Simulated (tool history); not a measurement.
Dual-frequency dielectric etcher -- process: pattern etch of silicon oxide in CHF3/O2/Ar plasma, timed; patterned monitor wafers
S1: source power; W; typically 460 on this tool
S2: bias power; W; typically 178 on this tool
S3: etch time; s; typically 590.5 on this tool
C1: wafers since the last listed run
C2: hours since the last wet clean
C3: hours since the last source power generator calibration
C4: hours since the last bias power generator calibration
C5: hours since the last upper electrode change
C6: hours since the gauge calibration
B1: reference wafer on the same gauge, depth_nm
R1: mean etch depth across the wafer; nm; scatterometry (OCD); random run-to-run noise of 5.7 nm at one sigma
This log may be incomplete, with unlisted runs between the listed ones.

{"run": 1, "hour": 0.0, "S1": 460, "S2": 178, "S3": 590.5, "C1": 0, "C2": 22.8, "C3": 2443.3, "C4": 2382, "C5": 4837.1, "C6": 1474.3, "B1": 1131.9, "R1": 1031.4}
{"run": 2, "hour": 60.7, "S1": 460, "S2": 178, "S3": 590.5, "C1": 147, "C2": 83.5, "C3": 2504, "C4": 2442.7, "C5": 4897.8, "C6": 1535, "B1": 1129.9, "R1": 1034.3}
{"run": 3, "hour": 115.1, "S1": 460, "S2": 153, "S3": 590.5, "C1": 131, "C2": 137.9, "C3": 2558.4, "C4": 2497.1, "C5": 4952.2, "C6": 1589.4, "B1": 1127.4, "R1": 978}
{"run": 4, "hour": 153.2, "S1": 460, "S2": 153, "S3": 590.5, "C1": 92, "C2": 176, "C3": 2596.5, "C4": 2535.2, "C5": 4990.3, "C6": 1627.5, "B1": 1130.9, "R1": 977.2}
{"hour": 190.6, "done": "source power generator calibrated"}
{"run": 5, "hour": 194.1, "S1": 460, "S2": 153, "S3": 590.5, "C1": 89, "C2": 216.9, "C3": 3.5, "C4": 2576.1, "C5": 5031.2, "C6": 1668.4, "B1": 1130, "R1": 985.1}
{"run": 6, "hour": 229.8, "S1": 530, "S2": 178, "S3": 590.5, "C1": 86, "C2": 252.6, "C3": 39.2, "C4": 2611.8, "C5": 5066.9, "C6": 1704.1, "B1": 1130.8, "R1": 1099.5}
{"run": 7, "hour": 275.8, "S1": 530, "S2": 178, "S3": 590.5, "C1": 111, "C2": 298.6, "C3": 85.2, "C4": 2657.8, "C5": 5112.9, "C6": 1750.1, "B1": 1129.8, "R1": 1092.2}
{"run": 8, "hour": 301.4, "S1": 460, "S2": 178, "S3": 590.5, "C1": 62, "C2": 324.2, "C3": 110.8, "C4": 2683.4, "C5": 5138.5, "C6": 1775.7, "B1": 1129, "R1": 1048.7}
{"run": 9, "hour": 356.9, "S1": 460, "S2": 178, "S3": 590.5, "C1": 134, "C2": 379.7, "C3": 166.3, "C4": 2738.9, "C5": 5194, "C6": 1831.2, "B1": 1130.6, "R1": 1063.8}
{"run": 10, "hour": 394.3, "S1": 460, "S2": 178, "S3": 590.5, "C1": 90, "C2": 417.1, "C3": 203.7, "C4": 2776.3, "C5": 5231.4, "C6": 1868.6, "B1": 1128.9, "R1": 1055.4}
{"hour": 454.4, "done": "wet clean of the chamber"}
{"run": 11, "hour": 455.5, "S1": 460, "S2": 178, "S3": 590.5, "C1": 90, "C2": 1.1, "C3": 264.9, "C4": 2837.5, "C5": 5292.6, "C6": 1929.8, "B1": 1129.9, "R1": 1014.8}
{"run": 12, "hour": 494.0, "S1": 460, "S2": 178, "S3": 590.5, "C1": 93, "C2": 39.6, "C3": 303.4, "C4": 2876, "C5": 5331.1, "C6": 1968.3, "B1": 1127.8, "R1": 1016.5}
{"run": 13, "hour": 526.7, "S1": 460, "S2": 178, "S3": 590.5, "C1": 79, "C2": 72.3, "C3": 336.1, "C4": 2908.7, "C5": 5363.8, "C6": 2001, "B1": 1129.9, "R1": 1018.3}
{"run": 14, "hour": 587.3, "S1": 550, "S2": 178, "S3": 636, "C1": 146, "C2": 132.9, "C3": 396.7, "C4": 2969.3, "C5": 5424.4, "C6": 2061.6, "B1": 1127.3, "R1": 1175.1}
{"hour": 667.2, "done": "bias power generator calibrated"}
{"run": 15, "hour": 762.3, "S1": 390, "S2": 161, "S3": 476.5, "C1": 414, "C2": 307.9, "C3": 571.7, "C4": 95.1, "C5": 5599.4, "C6": 2236.6, "B1": 1131.1, "R1": 768.4}
{"hour": 822.8, "done": "upper electrode replaced"}
{"run": 16, "hour": 824.3, "S1": 580, "S2": 157, "S3": 590.5, "C1": 92, "C2": 369.9, "C3": 633.7, "C4": 157.1, "C5": 1.5, "C6": 2298.6, "B1": 1128.1, "R1": 1063.8}
{"hour": 843.8, "done": "gauge calibrated"}
{"run": 17, "hour": 887.9, "S1": 560, "S2": 143, "S3": 512, "C1": 154, "C2": 433.5, "C3": 697.3, "C4": 220.7, "C5": 65.1, "C6": 44.1, "B1": 1130.6, "R1": 878.4}
{"run": 18, "hour": 926.7, "S1": 520, "S2": 203, "S3": 533, "C1": 94, "C2": 472.3, "C3": 736.1, "C4": 259.5, "C5": 103.9, "C6": 82.9, "B1": 1129.5, "R1": 1033.8}
{"hour": 963.5, "done": "wet clean of the chamber"}
{"run": 19, "hour": 991.4, "S1": 380, "S2": 192, "S3": 520.5, "C1": 98, "C2": 27.9, "C3": 800.8, "C4": 324.2, "C5": 168.6, "C6": 147.6, "B1": 1132.2, "R1": 890.8}
{"run": 20, "hour": 1038.2, "S1": 460, "S2": 155, "S3": 763.5, "C1": 113, "C2": 74.7, "C3": 847.6, "C4": 371, "C5": 215.4, "C6": 194.4, "B1": 1129.2, "R1": 1248.8}
{"run": 21, "hour": 1072.7, "S1": 540, "S2": 143, "S3": 487.5, "C1": 83, "C2": 109.2, "C3": 882.1, "C4": 405.5, "C5": 249.9, "C6": 228.9, "B1": 1129.6, "R1": 817.6}
{"run": 22, "hour": 1138.8, "S1": 460, "S2": 135, "S3": 590.5, "C1": 160, "C2": 175.3, "C3": 948.2, "C4": 471.6, "C5": 316, "C6": 295, "B1": 1129.7, "R1": 922.1}
{"run": 23, "hour": 1187.4, "S1": 520, "S2": 220, "S3": 721, "C1": 117, "C2": 223.9, "C3": 996.8, "C4": 520.2, "C5": 364.6, "C6": 343.6, "B1": 1131, "R1": 1448.9}
{"run": 24, "hour": 1254.2, "S1": 380, "S2": 178, "S3": 475.5, "C1": 162, "C2": 290.7, "C3": 1063.6, "C4": 587, "C5": 431.4, "C6": 410.4, "B1": 1132.1, "R1": 796.2}
{"run": 25, "hour": 1319.4, "S1": 530, "S2": 178, "S3": 590.5, "C1": 158, "C2": 355.9, "C3": 1128.8, "C4": 652.2, "C5": 496.6, "C6": 475.6, "B1": 1128.9, "R1": 1089.5}
{"run": 26, "hour": 1368.0, "S1": 460, "S2": 178, "S3": 590.5, "C1": 117, "C2": 404.5, "C3": 1177.4, "C4": 700.8, "C5": 545.2, "C6": 524.2, "B1": 1128.7, "R1": 1046.4}
{"run": 27, "hour": 1424.9, "S1": 550, "S2": 197, "S3": 500, "C1": 138, "C2": 461.4, "C3": 1234.3, "C4": 757.7, "C5": 602.1, "C6": 581.1, "B1": 1128.9, "R1": 981.8}
{"hour": 1512.6, "done": "wet clean of the chamber"}
{"run": 28, "hour": 1513.1, "S1": 360, "S2": 178, "S3": 590.5, "C1": 155, "C2": 0.5, "C3": 1322.5, "C4": 845.9, "C5": 690.3, "C6": 669.3, "B1": 1128.7, "R1": 960.9}
{"run": 29, "hour": 1544.7, "S1": 460, "S2": 178, "S3": 590.5, "C1": 76, "C2": 32.1, "C3": 1354.1, "C4": 877.5, "C5": 721.9, "C6": 700.9, "B1": 1130, "R1": 1023.1}

Exercise: give the hidden state of the tool at every run:
source power that arrives over what is set, %: 0, the same for each run
bias power that arrives over what is set, %: 0, the same for each run
gauge reads high (%): 0, the same for each run
H1: etch rate over this chamber's usual, %
run=1 H1=0.91
run=2 H1=1.31
run=3 H1=1.66
run=4 H1=1.91
run=5 H1=2.17
run=6 H1=2.4
run=7 H1=2.7
run=8 H1=2.87
run=9 H1=3.23
run=10 H1=3.47
run=11 H1=-0.226
run=12 H1=0.0248
run=13 H1=0.237
run=14 H1=0.631
run=15 H1=1.77
run=16 H1=2.17
run=17 H1=2.59
run=18 H1=2.84
run=19 H1=0.393
run=20 H1=0.698
run=21 H1=0.922
run=22 H1=1.35
run=23 H1=1.67
run=24 H1=2.1
run=25 H1=2.53
run=26 H1=2.84
run=27 H1=3.21
run=28 H1=0.152
run=29 H1=0.357
